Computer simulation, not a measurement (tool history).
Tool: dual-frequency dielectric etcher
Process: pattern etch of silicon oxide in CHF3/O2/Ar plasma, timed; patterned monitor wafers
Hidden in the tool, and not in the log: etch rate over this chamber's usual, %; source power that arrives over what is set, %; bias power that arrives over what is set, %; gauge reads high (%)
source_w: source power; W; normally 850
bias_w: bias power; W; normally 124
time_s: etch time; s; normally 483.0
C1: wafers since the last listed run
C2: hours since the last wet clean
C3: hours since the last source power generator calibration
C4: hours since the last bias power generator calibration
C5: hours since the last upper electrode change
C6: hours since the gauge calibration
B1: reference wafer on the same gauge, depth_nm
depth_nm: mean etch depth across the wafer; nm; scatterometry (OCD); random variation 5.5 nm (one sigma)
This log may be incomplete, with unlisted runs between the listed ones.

Run 1, hour 0.0: usual settings; C1 0; C2 342.8; C3 3480.6; C4 3265.6; C5 3401.4; C6 604.4; B1 1086.0. Result: depth_nm 936.6 nm.
Run 2, hour 25.8: usual settings; C1 123; C2 368.6; C3 3506.4; C4 3291.4; C5 3427.2; C6 630.2; B1 1083.1. Result: depth_nm 926.7 nm.
At hour 123.2: wet clean of the chamber.
Run 3, hour 128.2: usual settings; C1 374; C2 5.0; C3 3608.8; C4 3393.8; C5 3529.6; C6 732.6; B1 1084.0. Result: depth_nm 993.6 nm.
Run 4, hour 144.4: usual settings; C1 77; C2 21.2; C3 3625.0; C4 3410.0; C5 3545.8; C6 748.8; B1 1084.4. Result: depth_nm 979.5 nm.
Run 5, hour 160.8: usual settings; C1 78; C2 37.6; C3 3641.4; C4 3426.4; C5 3562.2; C6 765.2; B1 1081.5. Result: depth_nm 985.6 nm.
Run 6, hour 174.1: usual settings; C1 63; C2 50.9; C3 3654.7; C4 3439.7; C5 3575.5; C6 778.5; B1 1082.4. Result: depth_nm 985.0 nm.
Run 7, hour 189.3: usual settings; C1 72; C2 66.1; C3 3669.9; C4 3454.9; C5 3590.7; C6 793.7; B1 1081.8. Result: depth_nm 970.6 nm.
Run 8, hour 203.9: usual settings; C1 69; C2 80.7; C3 3684.5; C4 3469.5; C5 3605.3; C6 808.3; B1 1082.7. Result: depth_nm 972.6 nm.
Run 9, hour 227.2: usual settings but source_w 930 W; C1 111; C2 104.0; C3 3707.8; C4 3492.8; C5 3628.6; C6 831.6; B1 1081.1. Result: depth_nm 998.4 nm.
Run 10, hour 253.5: usual settings but source_w 930 W; C1 125; C2 130.3; C3 3734.1; C4 3519.1; C5 3654.9; C6 857.9; B1 1082.7. Result: depth_nm 1001.9 nm.
Run 11, hour 275.7: usual settings but source_w 930 W; C1 105; C2 152.5; C3 3756.3; C4 3541.3; C5 3677.1; C6 880.1; B1 1081.1. Result: depth_nm 984.3 nm.
Run 12, hour 317.6: usual settings; C1 200; C2 194.4; C3 3798.2; C4 3583.2; C5 3719.0; C6 922.0; B1 1083.4. Result: depth_nm 959.9 nm.
Run 13, hour 341.5: usual settings; C1 114; C2 218.3; C3 3822.1; C4 3607.1; C5 3742.9; C6 945.9; B1 1084.2. Result: depth_nm 959.8 nm.
At hour 385.0: upper electrode replaced.
Run 14, hour 428.8: usual settings; C1 302; C2 305.6; C3 3909.4; C4 3694.4; C5 43.8; C6 1033.2; B1 1082.9. Result: depth_nm 946.7 nm.
Run 15, hour 458.0: usual settings but time_s 430.5 s; C1 139; C2 334.8; C3 3938.6; C4 3723.6; C5 73.0; C6 1062.4; B1 1083.6. Result: depth_nm 845.4 nm.
At hour 490.6: wet clean of the chamber.
Run 16, hour 491.1: usual settings; C1 43; C2 0.5; C3 3971.7; C4 3756.7; C5 106.1; C6 1095.5; B1 1084.0. Result: depth_nm 993.5 nm.
Run 17, hour 495.2: usual settings but source_w 920 W, bias_w 93 W, time_s 532.5 s; C1 19; C2 4.6; C3 3975.8; C4 3760.8; C5 110.2; C6 1099.6; B1 1084.1. Result: depth_nm 987.0 nm.
Run 18, hour 509.7: usual settings but bias_w 104 W, time_s 370.0 s; C1 69; C2 19.1; C3 3990.3; C4 3775.3; C5 124.7; C6 1114.1; B1 1081.5. Result: depth_nm 705.6 nm.
Run 19, hour 545.2: usual settings but source_w 930 W, bias_w 93 W, time_s 427.0 s; C1 169; C2 54.6; C3 4025.8; C4 3810.8; C5 160.2; C6 1149.6; B1 1085.3. Result: depth_nm 783.2 nm.
Run 20, hour 572.9: usual settings; C1 132; C2 82.3; C3 4053.5; C4 3838.5; C5 187.9; C6 1177.3; B1 1085.4. Result: depth_nm 968.3 nm.
Run 21, hour 589.9: usual settings; C1 81; C2 99.3; C3 4070.5; C4 3855.5; C5 204.9; C6 1194.3; B1 1082.5. Result: depth_nm 966.7 nm.
Run 22, hour 604.5: usual settings; C1 69; C2 113.9; C3 4085.1; C4 3870.1; C5 219.5; C6 1208.9; B1 1080.1. Result: depth_nm 959.3 nm.
At hour 608.9: bias power generator calibrated.
Run 23, hour 628.0: usual settings but bias_w 113 W; C1 93; C2 137.4; C3 4108.6; C4 19.1; C5 243.0; C6 1232.4; B1 1083.6. Result: depth_nm 934.6 nm.
At hour 628.3: gauge calibrated.
Run 24, hour 655.2: usual settings but source_w 700 W, bias_w 108 W; C1 129; C2 164.6; C3 4135.8; C4 46.3; C5 270.2; C6 26.9; B1 1081.5. Result: depth_nm 869.1 nm.
At hour 683.9: source power generator calibrated.
Run 25, hour 689.7: usual settings; C1 145; C2 199.1; C3 5.8; C4 80.8; C5 304.7; C6 61.4; B1 1083.3. Result: depth_nm 947.4 nm.
Run 26, hour 720.4: usual settings but source_w 1030 W; C1 146; C2 229.8; C3 36.5; C4 111.5; C5 335.4; C6 92.1; B1 1083.2. Result: depth_nm 1003.0 nm.
Run 27, hour 741.5: usual settings; C1 100; C2 250.9; C3 57.6; C4 132.6; C5 356.5; C6 113.2; B1 1082.2. Result: depth_nm 949.8 nm.
Run 28, hour 755.6: usual settings but bias_w 106 W, time_s 624.0 s; C1 67; C2 265.0; C3 71.7; C4 146.7; C5 370.6; C6 127.3; B1 1082.3. Result: depth_nm 1149.7 nm.
At hour 848.5: wet clean of the chamber.
Run 29, hour 859.0: usual settings but time_s 445.5 s; C1 379; C2 10.5; C3 175.1; C4 250.1; C5 474.0; C6 230.7; B1 1083.7. Result: depth_nm 901.1 nm.
Run 30, hour 882.9: usual settings but source_w 750 W; C1 114; C2 34.4; C3 199.0; C4 274.0; C5 497.9; C6 254.6; B1 1083.3. Result: depth_nm 950.0 nm.
Run 31, hour 904.2: usual settings but time_s 616.0 s; C1 101; C2 55.7; C3 220.3; C4 295.3; C5 519.2; C6 275.9; B1 1084.4. Result: depth_nm 1247.3 nm.

Measured minus without-hidden-state, run by run (identical run-to-run variation in each term; gauge scatter may differ):
run  depth_nm
  1     -39.5
  2     -42.5
  3      +4.8
  4      +2.7
  5      +0.6
  6      -1.1
  7      -3.0
  8      -4.9
  9      -8.0
 10     -11.6
 11     -14.2
 12     -19.3
 13     -22.4
 14     -33.4
 15     -33.3
 16      -1.6
 17      -2.2
 18      -2.8
 19      -6.8
 20     -12.0
 21     -14.2
 22     -15.9
 23     -18.5
 24     -20.4
 25     -26.6
 26     -32.4
 27     -33.4
 28     -42.8
 29      -3.4
 30      -6.7
 31     -12.2
